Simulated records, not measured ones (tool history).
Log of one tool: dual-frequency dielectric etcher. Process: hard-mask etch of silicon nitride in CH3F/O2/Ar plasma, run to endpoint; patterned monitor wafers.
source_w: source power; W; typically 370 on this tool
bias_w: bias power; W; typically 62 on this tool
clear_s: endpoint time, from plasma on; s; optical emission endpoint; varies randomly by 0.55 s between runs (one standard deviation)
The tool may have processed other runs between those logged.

run,hour,source_w,bias_w,"incoming incoming film thickness, nm",clear_s
1,0.0,370,62,54.9,78.2
2,17.4,370,62,54.7,76.4
3,31.4,370,62,55.4,78.1
4,46.7,420,62,55.1,73.6
5,62.7,370,62,54.8,76.1
6,96.6,370,62,55.3,77.6
7,111.1,370,62,54.3,76.3
8,123.2,340,62,54.6,80.4
9,132.6,340,62,55.0,79.7
10,140.2,340,62,54.4,79.1
11,148.0,340,57,55.1,81.7
# hour 178.8: wet clean of the chamber
12,179.3,340,57,54.5,77.7
13,179.6,370,58,54.6,75.3
14,184.5,400,74,55.0,69.0
15,194.9,370,62,54.3,73.2
# hour 229.8: source power generator calibrated
# hour 232.8: wet clean of the chamber, repeated, since the last time left the tool worse
16,233.3,370,62,55.4,79.6
17,233.7,370,62,54.6,78.6
18,237.2,430,48,54.2,77.7
19,254.1,370,49,55.6,85.6
# hour 292.0: upper electrode replaced
20,292.5,390,72,54.8,74.2
21,292.8,370,62,54.5,77.9
22,298.0,290,62,54.9,87.1
# hour 306.6: bias power generator calibrated
23,308.9,410,77,54.9,70.3
24,321.3,330,62,54.5,81.8
25,331.1,400,70,54.7,73.2
26,341.6,330,71,54.9,79.2
27,350.7,370,62,54.6,78.2
28,365.7,300,62,54.6,86.5
29,376.8,370,62,55.0,77.9
30,391.5,340,62,54.6,80.9
31,402.8,310,75,54.4,79.1
32,418.1,370,73,54.2,73.5

4 options for the next run, each taken on its own from the tool as it stands now. Forecast them:
A,418.5,400,62,54.5,?
B,418.5,450,67,54.5,?
C,418.5,330,52,54.5,?
D,418.5,290,67,54.5,?

run,clear_s
A,75.6
B,70.1
C,86.6
D,85.2
Without the tool's unlogged condition, the same runs would have read:
run,clear_s
A,76.7
B,71.2
C,88.0
D,86.6
